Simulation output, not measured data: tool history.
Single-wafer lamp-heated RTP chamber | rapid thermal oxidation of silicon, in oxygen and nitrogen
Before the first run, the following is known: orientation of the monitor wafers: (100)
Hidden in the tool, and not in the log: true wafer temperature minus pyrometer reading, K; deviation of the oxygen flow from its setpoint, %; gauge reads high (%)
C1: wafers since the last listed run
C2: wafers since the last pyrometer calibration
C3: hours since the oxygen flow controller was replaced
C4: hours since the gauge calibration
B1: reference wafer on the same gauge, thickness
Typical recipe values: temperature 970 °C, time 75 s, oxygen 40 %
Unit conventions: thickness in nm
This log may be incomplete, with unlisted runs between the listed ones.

Run 1, hour 0.0: usual settings but time 88 s; C1 0; C2 2510; C3 6581.8; C4 62.3; B1 4.599. Result: thickness 4.422 nm.
Run 2, hour 10.7: usual settings but time 57 s; C1 66; C2 2576; C3 6592.5; C4 73.0; B1 4.601. Result: thickness 3.738 nm.
Run 3, hour 17.0: usual settings but time 57 s; C1 39; C2 2615; C3 6598.8; C4 79.3; B1 4.601. Result: thickness 3.743 nm.
Run 4, hour 34.9: usual settings but oxygen 21 %; C1 111; C2 2726; C3 6616.7; C4 97.2; B1 4.599. Result: thickness 3.491 nm.
Run 5, hour 45.4: usual settings but time 96 s, oxygen 30 %; C1 65; C2 2792; C3 6627.2; C4 107.7; B1 4.600. Result: thickness 4.204 nm.
Run 6, hour 53.2: usual settings but time 96 s, oxygen 30 %; C1 48; C2 2840; C3 6635.0; C4 115.5; B1 4.599. Result: thickness 4.204 nm.
Run 7, hour 62.2: usual settings but time 96 s, oxygen 30 %; C1 55; C2 2896; C3 6644.0; C4 124.5; B1 4.600. Result: thickness 4.203 nm.
Run 8, hour 74.9: usual settings but temperature 986 °C, time 48 s; C1 78; C2 2975; C3 6656.7; C4 137.2; B1 4.600. Result: thickness 3.886 nm.
Run 9, hour 84.3: usual settings but temperature 986 °C, time 48 s; C1 58; C2 3033; C3 6666.1; C4 146.6; B1 4.600. Result: thickness 3.878 nm.
Run 10, hour 91.9: usual settings but temperature 986 °C, time 48 s; C1 47; C2 3080; C3 6673.7; C4 154.2; B1 4.601. Result: thickness 3.891 nm.
Run 11, hour 98.0: usual settings; C1 37; C2 3118; C3 6679.8; C4 160.3; B1 4.601. Result: thickness 4.165 nm.
Run 12, hour 112.6: usual settings; C1 90; C2 3208; C3 6694.4; C4 174.9; B1 4.599. Result: thickness 4.164 nm.
Run 13, hour 121.7: usual settings; C1 56; C2 3265; C3 6703.5; C4 184.0; B1 4.600. Result: thickness 4.169 nm.
Run 14, hour 138.0: usual settings; C1 101; C2 3366; C3 6719.8; C4 200.3; B1 4.600. Result: thickness 4.166 nm.
Run 15, hour 145.8: usual settings; C1 48; C2 3414; C3 6727.6; C4 208.1; B1 4.600. Result: thickness 4.169 nm.
Run 16, hour 163.4: usual settings; C1 109; C2 3524; C3 6745.2; C4 225.7; B1 4.599. Result: thickness 4.177 nm.
Run 17, hour 172.9: usual settings; C1 58; C2 3582; C3 6754.7; C4 235.2; B1 4.600. Result: thickness 4.178 nm.
Run 18, hour 186.3: usual settings but temperature 983 °C; C1 83; C2 3666; C3 6768.1; C4 248.6; B1 4.601. Result: thickness 4.546 nm.
Run 19, hour 194.7: usual settings but temperature 986 °C, time 48 s; C1 52; C2 3718; C3 6776.5; C4 257.0; B1 4.599. Result: thickness 3.904 nm.
Run 20, hour 212.7: usual settings; C1 111; C2 3829; C3 6794.5; C4 275.0; B1 4.601. Result: thickness 4.180 nm.
Run 21, hour 229.4: usual settings but temperature 987 °C, oxygen 60 %; C1 103; C2 3933; C3 6811.2; C4 291.7; B1 4.600. Result: thickness 5.347 nm.
Run 22, hour 242.9: usual settings but temperature 956 °C; C1 83; C2 4017; C3 6824.7; C4 305.2; B1 4.601. Result: thickness 3.819 nm.
Run 23, hour 251.2: usual settings but time 61 s, oxygen 61 %; C1 51; C2 4068; C3 6833.0; C4 313.5; B1 4.600. Result: thickness 4.380 nm.
Run 24, hour 265.3: usual settings; C1 87; C2 4156; C3 6847.1; C4 327.6; B1 4.600. Result: thickness 4.189 nm.
Run 25, hour 273.2: usual settings but time 65 s; C1 49; C2 4205; C3 6855.0; C4 335.5; B1 4.600. Result: thickness 3.954 nm.
Run 26, hour 279.9: usual settings but temperature 960 °C, time 54 s, oxygen 17 %; C1 41; C2 4246; C3 6861.7; C4 342.2; B1 4.600. Result: thickness 2.933 nm.
At hour 292.5: pyrometer window cleaned and pyrometer calibrated.
At hour 296.8: gauge calibrated.
At hour 298.4: oxygen flow controller replaced.
Run 27, hour 298.9: usual settings but temperature 999 °C, time 55 s; C1 31; C2 3; C3 0.5; C4 2.1; B1 4.600. Result: thickness 4.369 nm.
Run 28, hour 316.6: usual settings but time 101 s, oxygen 17 %; C1 109; C2 113; C3 18.2; C4 19.8; B1 4.599. Result: thickness 3.616 nm.
Run 29, hour 333.2: usual settings but temperature 986 °C, time 48 s; C1 102; C2 215; C3 34.8; C4 36.4; B1 4.599. Result: thickness 3.814 nm.
Run 30, hour 346.5: usual settings; C1 82; C2 298; C3 48.1; C4 49.7; B1 4.600. Result: thickness 4.084 nm.
Run 31, hour 361.9: usual settings; C1 95; C2 394; C3 63.5; C4 65.1; B1 4.599. Result: thickness 4.090 nm.
Run 32, hour 379.1: usual settings but temperature 941 °C, time 56 s, oxygen 50 %; C1 106; C2 500; C3 80.7; C4 82.3; B1 4.600. Result: thickness 3.282 nm.
Run 33, hour 390.2: usual settings but temperature 986 °C, time 48 s; C1 68; C2 569; C3 91.8; C4 93.4; B1 4.601. Result: thickness 3.819 nm.
Run 34, hour 404.9: usual settings but oxygen 17 %; C1 91; C2 660; C3 106.5; C4 108.1; B1 4.600. Result: thickness 3.295 nm.
Run 35, hour 411.1: usual settings but temperature 959 °C, time 45 s, oxygen 63 %; C1 38; C2 699; C3 112.7; C4 114.3; B1 4.600. Result: thickness 3.601 nm.

Branching from run 35: 5 alternative next runs. What would each branch give?
Run A, hour 411.5: usual settings; C1 2; C2 701; C3 113.1; C4 114.7; B1 ?. Result: thickness ?.
Run B, hour 411.5: usual settings but temperature 943 °C, oxygen 70 %; C1 2; C2 701; C3 113.1; C4 114.7; B1 ?. Result: thickness ?.
Run C, hour 411.5: usual settings but temperature 990 °C, oxygen 61 %; C1 2; C2 701; C3 113.1; C4 114.7; B1 ?. Result: thickness ?.
Run D, hour 411.5: usual settings but time 62 s; C1 2; C2 701; C3 113.1; C4 114.7; B1 ?. Result: thickness ?.
Run E, hour 411.5: usual settings but time 86 s, oxygen 17 %; C1 2; C2 701; C3 113.1; C4 114.7; B1 ?. Result: thickness ?.

run     B1  thickness
  A  4.600      4.088
  B  4.600      4.026
  C  4.600      5.365
  D  4.600      3.804
  E  4.600      3.435
With the hidden condition removed and each run's random variation left untouched, the same runs would have given:
run  thickness
  A      4.068
  B      4.005
  C      5.336
  D      3.787
  E      3.422

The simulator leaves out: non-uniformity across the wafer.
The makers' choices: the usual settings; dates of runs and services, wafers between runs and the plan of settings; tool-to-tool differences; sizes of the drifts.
